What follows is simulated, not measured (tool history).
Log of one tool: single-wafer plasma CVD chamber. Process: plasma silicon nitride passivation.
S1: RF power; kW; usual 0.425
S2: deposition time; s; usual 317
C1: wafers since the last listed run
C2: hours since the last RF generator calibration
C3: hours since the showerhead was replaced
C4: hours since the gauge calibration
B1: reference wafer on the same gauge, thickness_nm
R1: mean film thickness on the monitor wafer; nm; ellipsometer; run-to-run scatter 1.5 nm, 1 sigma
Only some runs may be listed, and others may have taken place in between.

run 1 day=0 | S1=0.425 S2=317 | C1=0 C2=1099.8 C3=7669.3 C4=711.1 | B1=421.97 | R1=447.781
run 2 day=2.071 | S1=0.425 S2=317 | C1=328 C2=1149.5 C3=7719 C4=760.8 | B1=422.501 | R1=447.251
run 3 day=4.075 | S1=0.425 S2=317 | C1=317 C2=1197.6 C3=7767.1 C4=808.9 | B1=422.455 | R1=444.567
-- day=4.296 gauge calibrated
run 4 day=5.6 | S1=0.37 S2=317 | C1=241 C2=1234.2 C3=7803.7 C4=31.3 | B1=421.622 | R1=428.315
run 5 day=8.562 | S1=0.49 S2=317 | C1=469 C2=1305.3 C3=7874.8 C4=102.4 | B1=422.652 | R1=462.088
run 6 day=10.879 | S1=0.465 S2=353 | C1=367 C2=1360.9 C3=7930.4 C4=158 | B1=421.728 | R1=505.451
run 7 day=12.45 | S1=0.465 S2=353 | C1=248 C2=1398.6 C3=7968.1 C4=195.7 | B1=421.744 | R1=508.103
run 8 day=14.279 | S1=0.465 S2=353 | C1=289 C2=1442.5 C3=8012 C4=239.6 | B1=421.846 | R1=506.496
-- day=15.717 RF generator calibrated
run 9 day=15.738 | S1=0.425 S2=270 | C1=178 C2=0.5 C3=8047 C4=274.6 | B1=421.884 | R1=388.005
-- day=16.875 showerhead replaced
run 10 day=16.896 | S1=0.425 S2=270 | C1=130 C2=28.3 C3=0.5 C4=302.4 | B1=421.744 | R1=386.554
run 11 day=18.342 | S1=0.425 S2=317 | C1=229 C2=63 C3=35.2 C4=337.1 | B1=421.784 | R1=454.337
run 12 day=21.108 | S1=0.425 S2=317 | C1=438 C2=129.4 C3=101.6 C4=403.5 | B1=422.165 | R1=453.613
run 13 day=22.142 | S1=0.425 S2=317 | C1=163 C2=154.2 C3=126.4 C4=428.3 | B1=422.038 | R1=451.742
run 14 day=23.567 | S1=0.365 S2=298 | C1=225 C2=188.4 C3=160.6 C4=462.5 | B1=421.626 | R1=404.984
run 15 day=24.571 | S1=0.355 S2=317 | C1=159 C2=212.5 C3=184.7 C4=486.6 | B1=422.271 | R1=430.215
run 16 day=25.917 | S1=0.425 S2=338 | C1=213 C2=244.8 C3=217 C4=518.9 | B1=422.158 | R1=481.857
run 17 day=28.133 | S1=0.47 S2=343 | C1=351 C2=298 C3=270.2 C4=572.1 | B1=421.978 | R1=502.586
run 18 day=30.858 | S1=0.425 S2=317 | C1=431 C2=363.4 C3=335.6 C4=637.5 | B1=422.527 | R1=451.082
run 19 day=33.121 | S1=0.395 S2=288 | C1=358 C2=417.7 C3=389.9 C4=691.8 | B1=422.259 | R1=401.037
run 20 day=34.675 | S1=0.425 S2=317 | C1=246 C2=455 C3=427.2 C4=729.1 | B1=421.935 | R1=446.166
-- day=35.867 gauge calibrated
run 21 day=35.917 | S1=0.425 S2=317 | C1=196 C2=484.8 C3=457 C4=1.2 | B1=422.123 | R1=446.705
run 22 day=37.075 | S1=0.425 S2=317 | C1=183 C2=512.6 C3=484.8 C4=29 | B1=422.654 | R1=446.87
run 23 day=39.267 | S1=0.425 S2=317 | C1=347 C2=565.2 C3=537.4 C4=81.6 | B1=421.939 | R1=447.034
run 24 day=41.912 | S1=0.365 S2=344 | C1=419 C2=628.7 C3=600.9 C4=145.1 | B1=421.933 | R1=466.792
run 25 day=43.154 | S1=0.455 S2=317 | C1=196 C2=658.5 C3=630.7 C4=174.9 | B1=421.725 | R1=456.059
run 26 day=44.354 | S1=0.46 S2=337 | C1=190 C2=687.3 C3=659.5 C4=203.7 | B1=422.081 | R1=485.701
run 27 day=45.558 | S1=0.495 S2=317 | C1=190 C2=716.2 C3=688.4 C4=232.6 | B1=421.849 | R1=465.305
run 28 day=47.179 | S1=0.425 S2=301 | C1=256 C2=755.1 C3=727.3 C4=271.5 | B1=421.959 | R1=422.79
run 29 day=49.346 | S1=0.495 S2=368 | C1=343 C2=807.1 C3=779.3 C4=323.5 | B1=421.715 | R1=539.112

Some steps in R1 between neighbouring runs. How much of each would the tool show without its hidden state too (settings, what came in, random variation), and how much is left for the hidden state, with any gauge scatter that isn't in both results?
What the log doesn't record here: delivered RF power above the setpoint (%); gauge reads high (%).
Run 8 -> 9: S1 0.465 -> 0.425, S2 353 -> 270, RF generator calibrated. R1 -118.491 nm: hidden state +11.419, all else -129.91.
Run 28 -> 29: S1 0.425 -> 0.495, S2 301 -> 368. R1 +116.322 nm: hidden state -2.799, all else +119.121.

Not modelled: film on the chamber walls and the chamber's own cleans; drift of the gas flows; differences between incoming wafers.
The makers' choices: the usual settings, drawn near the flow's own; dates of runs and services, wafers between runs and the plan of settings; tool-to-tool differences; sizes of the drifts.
